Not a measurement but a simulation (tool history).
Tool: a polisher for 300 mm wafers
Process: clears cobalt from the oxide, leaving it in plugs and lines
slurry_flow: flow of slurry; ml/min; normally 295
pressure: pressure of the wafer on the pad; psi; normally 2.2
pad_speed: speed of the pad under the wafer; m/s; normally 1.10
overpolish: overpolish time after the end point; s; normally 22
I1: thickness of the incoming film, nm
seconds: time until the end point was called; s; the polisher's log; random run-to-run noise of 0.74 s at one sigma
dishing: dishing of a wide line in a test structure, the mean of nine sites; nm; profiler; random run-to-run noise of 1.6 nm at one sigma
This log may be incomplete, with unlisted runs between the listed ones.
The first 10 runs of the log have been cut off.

-- hour=594.4 slurry nozzle cleaned
run 11 hour=832.6 | slurry_flow=295 pressure=2.2 pad_speed=0.92 overpolish=22 | I1=210.2 | seconds=48.5 dishing=61.6
-- hour=850.9 worn pad replaced by a new one
-- hour=1020.6 head pressure recalibrated
run 12 hour=1145.6 | slurry_flow=295 pressure=2.2 pad_speed=1.10 overpolish=31 | I1=211.1 | seconds=38.5 dishing=80.1
-- hour=1169.8 slurry nozzle cleaned
run 13 hour=1181.9 | slurry_flow=295 pressure=2.2 pad_speed=1.10 overpolish=22 | I1=209.9 | seconds=41.1 dishing=70.9
-- hour=1336.7 worn pad replaced by a new one
run 14 hour=1386.5 | slurry_flow=295 pressure=2.2 pad_speed=1.10 overpolish=22 | I1=211.4 | seconds=38.2 dishing=68.1
run 15 hour=1448.3 | slurry_flow=295 pressure=2.2 pad_speed=0.84 overpolish=22 | I1=210.0 | seconds=52.9 dishing=58.9
run 16 hour=1536.1 | slurry_flow=295 pressure=2.2 pad_speed=0.84 overpolish=22 | I1=207.8 | seconds=51.4 dishing=57.7
run 17 hour=1575.5 | slurry_flow=225 pressure=1.7 pad_speed=0.78 overpolish=14 | I1=207.7 | seconds=72.1 dishing=32.5
-- hour=1641.7 head pressure recalibrated
run 18 hour=1650.5 | slurry_flow=345 pressure=2.2 pad_speed=1.32 overpolish=18 | I1=207.1 | seconds=31.8 dishing=68.0
run 19 hour=1726.8 | slurry_flow=400 pressure=2.8 pad_speed=0.72 overpolish=33 | I1=213.7 | seconds=45.8 dishing=77.2
-- hour=1738.4 slurry nozzle cleaned
-- hour=1810.2 worn pad replaced by a new one
run 20 hour=1820.4 | slurry_flow=325 pressure=2.8 pad_speed=1.34 overpolish=22 | I1=211.2 | seconds=26.1 dishing=85.1
run 21 hour=1898.5 | slurry_flow=295 pressure=1.7 pad_speed=1.10 overpolish=22 | I1=209.5 | seconds=51.8 dishing=59.6
run 22 hour=1978.9 | slurry_flow=295 pressure=2.0 pad_speed=1.10 overpolish=27 | I1=213.2 | seconds=43.4 dishing=71.6
run 23 hour=2057.1 | slurry_flow=295 pressure=2.2 pad_speed=1.38 overpolish=22 | I1=212.7 | seconds=32.4 dishing=76.8
run 24 hour=2105.2 | slurry_flow=295 pressure=2.2 pad_speed=1.10 overpolish=34 | I1=211.9 | seconds=41.2 dishing=78.5
run 25 hour=2168.6 | slurry_flow=295 pressure=2.2 pad_speed=1.10 overpolish=22 | I1=207.0 | seconds=39.4 dishing=68.2
-- hour=2173.5 head pressure recalibrated
run 26 hour=2270.3 | slurry_flow=365 pressure=1.6 pad_speed=1.30 overpolish=29 | I1=209.9 | seconds=44.3 dishing=69.9
-- hour=2340.0 worn pad replaced by a new one
-- hour=2363.4 slurry nozzle cleaned
run 27 hour=2372.0 | slurry_flow=295 pressure=2.4 pad_speed=1.38 overpolish=19 | I1=208.8 | seconds=27.4 dishing=74.9
run 28 hour=2465.2 | slurry_flow=295 pressure=2.2 pad_speed=1.10 overpolish=22 | I1=212.8 | seconds=40.3 dishing=69.3
run 29 hour=2510.0 | slurry_flow=295 pressure=2.2 pad_speed=1.10 overpolish=22 | I1=209.5 | seconds=39.1 dishing=70.7
run 30 hour=2573.9 | slurry_flow=295 pressure=2.2 pad_speed=1.42 overpolish=22 | I1=206.4 | seconds=30.4 dishing=77.9
run 31 hour=2642.3 | slurry_flow=400 pressure=2.2 pad_speed=1.44 overpolish=22 | I1=208.8 | seconds=30.3 dishing=76.2
run 32 hour=2723.2 | slurry_flow=295 pressure=2.2 pad_speed=1.10 overpolish=22 | I1=212.4 | seconds=39.9 dishing=66.7

3 options for the next run, each taken on its own from the tool as it stands now. Forecast them:
run A hour=2723.6 | slurry_flow=295 pressure=2.2 pad_speed=0.98 overpolish=22 | I1=210.2 | seconds=? dishing=?
run B hour=2723.6 | slurry_flow=295 pressure=1.4 pad_speed=1.10 overpolish=12 | I1=210.2 | seconds=? dishing=?
run C hour=2723.6 | slurry_flow=295 pressure=1.4 pad_speed=0.90 overpolish=22 | I1=210.2 | seconds=? dishing=?

run=A seconds=44.5 dishing=65.3
run=B seconds=62.3 dishing=34.1
run=C seconds=76.2 dishing=46.5
The same runs, with their run-to-run variation unchanged, on a tool lacking any hidden condition would have given:
run=A seconds=44.5 dishing=65.3
run=B seconds=62.3 dishing=34.1
run=C seconds=76.2 dishing=46.5

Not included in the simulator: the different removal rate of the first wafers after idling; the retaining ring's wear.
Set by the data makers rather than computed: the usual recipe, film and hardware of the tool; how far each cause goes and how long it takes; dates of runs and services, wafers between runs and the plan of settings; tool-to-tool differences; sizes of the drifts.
